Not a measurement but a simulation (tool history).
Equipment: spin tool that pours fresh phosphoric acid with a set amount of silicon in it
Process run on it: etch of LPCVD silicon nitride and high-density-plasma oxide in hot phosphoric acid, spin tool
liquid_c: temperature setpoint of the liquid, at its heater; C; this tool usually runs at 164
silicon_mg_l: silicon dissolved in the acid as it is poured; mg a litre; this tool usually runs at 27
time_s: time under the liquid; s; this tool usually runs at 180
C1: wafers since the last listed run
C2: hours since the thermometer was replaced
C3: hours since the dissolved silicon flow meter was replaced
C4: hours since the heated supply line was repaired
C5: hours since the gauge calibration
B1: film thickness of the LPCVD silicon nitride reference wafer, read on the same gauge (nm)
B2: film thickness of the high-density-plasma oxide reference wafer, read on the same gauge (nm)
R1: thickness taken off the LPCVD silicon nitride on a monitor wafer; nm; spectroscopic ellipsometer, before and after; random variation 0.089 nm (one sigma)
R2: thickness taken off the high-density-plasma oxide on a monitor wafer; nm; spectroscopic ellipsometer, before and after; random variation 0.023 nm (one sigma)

Run 1, hour 0: usual settings; C1 0; C2 150.4; C3 924.8; C4 1868.7; C5 2043.3; B1 49.25; B2 88.731. Result: R1 21.23 nm, R2 0.535 nm.
At hour 12.9: dissolved silicon flow meter replaced.
Run 2, hour 44.2: usual settings; C1 202; C2 194.6; C3 31.3; C4 1912.9; C5 2087.5; B1 49.29; B2 88.693. Result: R1 21.07 nm, R2 0.51 nm.
Run 3, hour 84.1: usual settings; C1 186; C2 234.5; C3 71.2; C4 1952.8; C5 2127.4; B1 49.31; B2 88.634. Result: R1 21.19 nm, R2 0.511 nm.
Run 4, hour 134.5: usual settings; C1 235; C2 284.9; C3 121.6; C4 2003.2; C5 2177.8; B1 49.19; B2 88.652. Result: R1 21.04 nm, R2 0.554 nm.
Run 5, hour 222.9: usual settings; C1 413; C2 373.3; C3 210; C4 2091.6; C5 2266.2; B1 49.26; B2 88.568. Result: R1 21.08 nm, R2 0.541 nm.
Run 6, hour 298: usual settings but liquid_c 162 C, time_s 75 s; C1 351; C2 448.4; C3 285.1; C4 2166.7; C5 2341.3; B1 49.21; B2 88.548. Result: R1 8.2 nm, R2 0.199 nm.
At hour 376.6: heated supply line repaired.
Run 7, hour 395.7: usual settings but silicon_mg_l 41 mg a litre; C1 452; C2 546.1; C3 382.8; C4 19.1; C5 2439; B1 49.11; B2 88.482. Result: R1 21.15 nm, R2 0.272 nm.
Run 8, hour 478: usual settings but silicon_mg_l 5.5 mg a litre; C1 385; C2 628.4; C3 465.1; C4 101.4; C5 2521.3; B1 49.12; B2 88.45. Result: R1 21.05 nm, R2 0.956 nm.
Run 9, hour 528.3: usual settings but time_s 150 s; C1 235; C2 678.7; C3 515.4; C4 151.7; C5 2571.6; B1 49.11; B2 88.407. Result: R1 17.48 nm, R2 0.428 nm.
Run 10, hour 623.7: usual settings but liquid_c 161.5 C, time_s 270 s; C1 446; C2 774.1; C3 610.8; C4 247.1; C5 2667; B1 49.07; B2 88.334. Result: R1 29.03 nm, R2 0.649 nm.
Run 11, hour 679.2: usual settings but liquid_c 167 C; C1 259; C2 829.6; C3 666.3; C4 302.6; C5 2722.5; B1 49.06; B2 88.293. Result: R1 23.05 nm, R2 0.68 nm.
At hour 706.9: gauge calibrated.
Run 12, hour 784.6: usual settings but liquid_c 166 C, time_s 240 s; C1 493; C2 935; C3 771.7; C4 408; C5 77.7; B1 49.99; B2 90.001. Result: R1 30.62 nm, R2 0.92 nm.
At hour 833.5: thermometer replaced.
Run 13, hour 856: usual settings; C1 329; C2 22.5; C3 843.1; C4 479.4; C5 149.1; B1 49.94; B2 89.978. Result: R1 21.38 nm, R2 0.534 nm.
At hour 860.6: dissolved silicon flow meter replaced.
Run 14, hour 915.6: usual settings but liquid_c 162 C; C1 274; C2 82.1; C3 55; C4 539; C5 208.7; B1 49.95; B2 89.93. Result: R1 20.16 nm, R2 0.48 nm.
Run 15, hour 965.1: usual settings but liquid_c 166.5 C, silicon_mg_l 10.5 mg a litre; C1 231; C2 131.6; C3 104.5; C4 588.5; C5 258.2; B1 49.95; B2 89.858. Result: R1 23.27 nm, R2 1.043 nm.
Run 16, hour 1037.9: usual settings but liquid_c 162 C, time_s 210 s; C1 340; C2 204.4; C3 177.3; C4 661.3; C5 331; B1 49.92; B2 89.828. Result: R1 23.38 nm, R2 0.547 nm.
Run 17, hour 1110.5: usual settings; C1 339; C2 277; C3 249.9; C4 733.9; C5 403.6; B1 49.91; B2 89.819. Result: R1 21.39 nm, R2 0.544 nm.

What will run 18 give?
Run 18, hour 1180.7: usual settings but liquid_c 165.5 C, silicon_mg_l 35 mg a litre, time_s 115 s; C1 328; C2 347.2; C3 320.1; C4 804.1; C5 473.8; B1 ?; B2 ?. Result: R1 ?, R2 ?.

B1: 49.87
B2: 89.782
R1: 14.34 nm
R2: 0.278 nm
With the hidden condition absent and the run-to-run variation left alone, this run would have shown R1 14.38 nm, R2 0.278 nm.
